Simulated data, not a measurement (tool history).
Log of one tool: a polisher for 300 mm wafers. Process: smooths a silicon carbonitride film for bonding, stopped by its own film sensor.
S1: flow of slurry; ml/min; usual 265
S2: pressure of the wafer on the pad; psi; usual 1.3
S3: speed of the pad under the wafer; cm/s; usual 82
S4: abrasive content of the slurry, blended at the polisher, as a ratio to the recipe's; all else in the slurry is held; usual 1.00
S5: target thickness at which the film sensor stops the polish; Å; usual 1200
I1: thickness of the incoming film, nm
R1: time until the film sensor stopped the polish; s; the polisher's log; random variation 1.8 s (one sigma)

| run | day | S1 | S2 | S3 | S4 | S5 | I1 | R1 |
|---|---|---|---|---|---|---|---|---|
| 1 | 0.000 | 315 | 1.3 | 100 | 1.00 | 1200 | 138.3 | 90.6 |
| 2 | 1.354 | 315 | 1.3 | 100 | 1.00 | 1200 | 141.1 | 102.9 |
|  | 1.917 | slurry blender recalibrated |
| 3 | 2.721 | 315 | 1.3 | 100 | 1.00 | 1200 | 137.7 | 85.3 |
| 4 | 3.425 | 265 | 1.3 | 82 | 1.00 | 1200 | 141.5 | 127.1 |
| 5 | 4.325 | 265 | 1.3 | 82 | 1.00 | 1200 | 138.6 | 104.8 |
| 6 | 5.379 | 265 | 1.3 | 82 | 1.00 | 1200 | 141.0 | 125.5 |
| 7 | 7.650 | 265 | 1.3 | 82 | 1.00 | 1200 | 140.9 | 122.3 |
|  | 8.012 | worn pad replaced by a new one |
| 8 | 8.333 | 265 | 1.3 | 82 | 1.00 | 1200 | 138.8 | 114.5 |
| 9 | 9.279 | 265 | 1.3 | 82 | 1.00 | 1200 | 139.2 | 112.5 |
| 10 | 10.392 | 265 | 1.3 | 82 | 1.00 | 1200 | 138.0 | 107.7 |
| 11 | 11.833 | 265 | 1.3 | 82 | 1.00 | 1200 | 138.5 | 108.5 |
| 12 | 12.538 | 265 | 1.3 | 82 | 1.00 | 1200 | 139.8 | 116.2 |
|  | 13.008 | slurry blender recalibrated |
| 13 | 13.946 | 265 | 1.3 | 82 | 1.00 | 1200 | 140.5 | 121.3 |
|  | 17.642 | worn pad replaced by a new one |
| 14 | 18.000 | 265 | 1.3 | 82 | 1.00 | 1200 | 142.2 | 129.3 |
|  | 18.346 | slurry nozzle cleaned |
| 15 | 19.288 | 265 | 1.3 | 82 | 1.00 | 1200 | 139.8 | 109.0 |
| 16 | 20.092 | 265 | 1.3 | 82 | 1.00 | 1200 | 139.8 | 111.5 |
| 17 | 22.638 | 265 | 1.3 | 82 | 1.00 | 1200 | 140.8 | 123.0 |
|  | 22.854 | slurry blender recalibrated |
| 18 | 23.467 | 265 | 1.1 | 82 | 1.00 | 1200 | 140.8 | 140.2 |
| 19 | 24.333 | 335 | 1.1 | 74 | 0.75 | 1200 | 137.4 | 146.0 |
| 20 | 25.550 | 265 | 1.3 | 56 | 0.85 | 1200 | 138.4 | 161.5 |
| 21 | 26.458 | 200 | 1.3 | 56 | 1.20 | 1200 | 139.1 | 147.4 |
| 22 | 27.833 | 265 | 1.6 | 82 | 0.75 | 1200 | 139.9 | 112.2 |
| 23 | 28.442 | 265 | 1.3 | 82 | 0.90 | 1150 | 140.1 | 157.2 |
|  | 29.304 | worn pad replaced by a new one |
|  | 30.396 | head pressure recalibrated |
| 24 | 31.725 | 265 | 1.3 | 54 | 1.00 | 1200 | 138.8 | 155.2 |
|  | 33.717 | slurry blender recalibrated |
| 25 | 34.712 | 265 | 1.6 | 82 | 1.00 | 1200 | 138.0 | 90.1 |
|  | 36.133 | slurry nozzle cleaned |
| 26 | 36.154 | 190 | 1.3 | 82 | 1.00 | 1230 | 141.0 | 103.2 |
| 27 | 37.408 | 265 | 1.3 | 82 | 1.00 | 1200 | 140.8 | 119.0 |
| 28 | 38.229 | 335 | 1.5 | 90 | 1.00 | 1200 | 137.0 | 77.8 |
| 29 | 39.046 | 335 | 1.7 | 82 | 0.90 | 1180 | 142.0 | 109.0 |
|  | 39.471 | worn pad replaced by a new one |
| 30 | 40.467 | 265 | 1.3 | 82 | 0.90 | 1200 | 138.9 | 112.9 |
| 31 | 41.496 | 305 | 1.3 | 82 | 1.00 | 1160 | 140.3 | 137.8 |

Forecast each of these 3 alternatives for the next run:
| A | 41.517 | 265 | 1.3 | 82 | 1.00 | 1240 | 141.8 | ? |
| B | 41.517 | 210 | 1.3 | 82 | 0.85 | 1200 | 141.8 | ? |
| C | 41.517 | 345 | 1.5 | 82 | 1.00 | 1150 | 141.8 | ? |

| run | R1 |
|---|---|
| A | 103.7 |
| B | 142.7 |
| C | 131.7 |
Without the tool's hidden state the same runs would have given:
| run | R1 |
|---|---|
| A | 100.6 |
| B | 137.4 |
| C | 128.5 |
